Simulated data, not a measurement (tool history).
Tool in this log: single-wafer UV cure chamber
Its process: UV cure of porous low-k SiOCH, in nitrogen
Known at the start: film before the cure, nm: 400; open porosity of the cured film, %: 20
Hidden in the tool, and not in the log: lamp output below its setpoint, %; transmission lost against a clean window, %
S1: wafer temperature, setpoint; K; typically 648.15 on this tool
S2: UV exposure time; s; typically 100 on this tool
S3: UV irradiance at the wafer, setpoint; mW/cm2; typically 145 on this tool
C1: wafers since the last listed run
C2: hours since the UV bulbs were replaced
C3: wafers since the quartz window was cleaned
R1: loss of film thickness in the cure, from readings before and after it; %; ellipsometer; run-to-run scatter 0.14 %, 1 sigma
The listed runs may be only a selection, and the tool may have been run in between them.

{"run": 1, "hour": 0.0, "S1": 648.15, "S2": 100, "S3": 145, "C1": 0, "C2": 902.8, "C3": 3563, "R1": 8.603}
{"run": 2, "hour": 82.4, "S1": 648.15, "S2": 100, "S3": 145, "C1": 467, "C2": 985.2, "C3": 4030, "R1": 8.344}
{"run": 3, "hour": 147.4, "S1": 648.15, "S2": 100, "S3": 145, "C1": 368, "C2": 1050.2, "C3": 4399, "R1": 8.219}
{"hour": 229.0, "done": "quartz window cleaned"}
{"run": 4, "hour": 240.9, "S1": 648.15, "S2": 115, "S3": 145, "C1": 484, "C2": 1143.7, "C3": 67, "R1": 8.615}
{"hour": 308.5, "done": "UV bulbs replaced"}
{"run": 5, "hour": 319.2, "S1": 661.15, "S2": 100, "S3": 125, "C1": 398, "C2": 10.7, "C3": 465, "R1": 8.657}
{"run": 6, "hour": 372.3, "S1": 648.15, "S2": 100, "S3": 145, "C1": 301, "C2": 63.8, "C3": 766, "R1": 9.019}
{"run": 7, "hour": 408.9, "S1": 648.15, "S2": 65, "S3": 169, "C1": 207, "C2": 100.4, "C3": 974, "R1": 7.848}
{"run": 8, "hour": 501.8, "S1": 648.15, "S2": 65, "S3": 169, "C1": 526, "C2": 193.3, "C3": 1500, "R1": 7.803}
{"run": 9, "hour": 547.4, "S1": 648.15, "S2": 65, "S3": 169, "C1": 258, "C2": 238.9, "C3": 1759, "R1": 7.824}
{"run": 10, "hour": 604.8, "S1": 648.15, "S2": 100, "S3": 145, "C1": 325, "C2": 296.3, "C3": 2084, "R1": 9.063}
{"run": 11, "hour": 666.3, "S1": 648.15, "S2": 100, "S3": 170, "C1": 348, "C2": 357.8, "C3": 2433, "R1": 9.7}
{"run": 12, "hour": 776.3, "S1": 648.15, "S2": 100, "S3": 170, "C1": 623, "C2": 467.8, "C3": 3056, "R1": 9.588}
{"run": 13, "hour": 871.0, "S1": 648.15, "S2": 100, "S3": 145, "C1": 536, "C2": 562.5, "C3": 3593, "R1": 8.873}
{"hour": 963.9, "done": "quartz window cleaned"}
{"run": 14, "hour": 978.7, "S1": 648.15, "S2": 100, "S3": 145, "C1": 565, "C2": 670.2, "C3": 84, "R1": 8.552}
{"run": 15, "hour": 1076.9, "S1": 648.15, "S2": 80, "S3": 145, "C1": 556, "C2": 768.4, "C3": 640, "R1": 7.466}
{"run": 16, "hour": 1134.8, "S1": 648.15, "S2": 100, "S3": 145, "C1": 328, "C2": 826.3, "C3": 968, "R1": 8.507}
{"run": 17, "hour": 1180.3, "S1": 648.15, "S2": 100, "S3": 107, "C1": 257, "C2": 871.8, "C3": 1226, "R1": 7.18}
{"run": 18, "hour": 1272.3, "S1": 640.15, "S2": 130, "S3": 178, "C1": 521, "C2": 963.8, "C3": 1748, "R1": 10.509}
{"run": 19, "hour": 1336.6, "S1": 648.15, "S2": 100, "S3": 145, "C1": 364, "C2": 1028.1, "C3": 2112, "R1": 8.216}
{"run": 20, "hour": 1382.9, "S1": 666.15, "S2": 100, "S3": 145, "C1": 262, "C2": 1074.4, "C3": 2375, "R1": 8.269}
{"run": 21, "hour": 1458.3, "S1": 665.15, "S2": 100, "S3": 106, "C1": 427, "C2": 1149.8, "C3": 2802, "R1": 6.983}
{"run": 22, "hour": 1521.7, "S1": 648.15, "S2": 100, "S3": 145, "C1": 359, "C2": 1213.2, "C3": 3162, "R1": 8.143}
{"run": 23, "hour": 1656.4, "S1": 648.15, "S2": 100, "S3": 178, "C1": 763, "C2": 1347.9, "C3": 3925, "R1": 8.7}
{"hour": 1687.6, "done": "quartz window cleaned"}
{"hour": 1744.8, "done": "UV bulbs replaced"}
{"run": 24, "hour": 1764.4, "S1": 643.15, "S2": 75, "S3": 132, "C1": 521, "C2": 19.6, "C3": 390, "R1": 7.353}
{"run": 25, "hour": 1872.2, "S1": 648.15, "S2": 100, "S3": 133, "C1": 611, "C2": 127.4, "C3": 1001, "R1": 8.83}
{"run": 26, "hour": 1925.7, "S1": 648.15, "S2": 100, "S3": 145, "C1": 303, "C2": 180.9, "C3": 1304, "R1": 9.059}
{"run": 27, "hour": 2025.3, "S1": 628.15, "S2": 65, "S3": 119, "C1": 564, "C2": 280.5, "C3": 1869, "R1": 5.924}
{"run": 28, "hour": 2081.0, "S1": 648.15, "S2": 130, "S3": 125, "C1": 315, "C2": 336.2, "C3": 2184, "R1": 9.349}
{"run": 29, "hour": 2180.4, "S1": 648.15, "S2": 100, "S3": 114, "C1": 563, "C2": 435.6, "C3": 2748, "R1": 7.749}
{"run": 30, "hour": 2222.8, "S1": 666.15, "S2": 45, "S3": 105, "C1": 240, "C2": 478.0, "C3": 2988, "R1": 4.603}

4 ways to go on from here, each from the tool as it stands after run 30. What would each give?
{"run": "A", "hour": 2223.3, "S1": 648.15, "S2": 100, "S3": 145, "C1": 2, "C2": 478.5, "C3": 2991, "R1": "?"}
{"run": "B", "hour": 2223.3, "S1": 642.15, "S2": 135, "S3": 168, "C1": 2, "C2": 478.5, "C3": 2991, "R1": "?"}
{"run": "C", "hour": 2223.3, "S1": 668.15, "S2": 125, "S3": 131, "C1": 2, "C2": 478.5, "C3": 2991, "R1": "?"}
{"run": "D", "hour": 2223.3, "S1": 648.15, "S2": 100, "S3": 108, "C1": 2, "C2": 478.5, "C3": 2991, "R1": "?"}

run=A R1=8.811
run=B R1=10.712
run=C R1=9.708
run=D R1=7.544
Had the tool no hidden state, the same runs would have come out as:
run=A R1=9.399
run=B R1=11.329
run=C R1=10.310
run=D R1=8.108
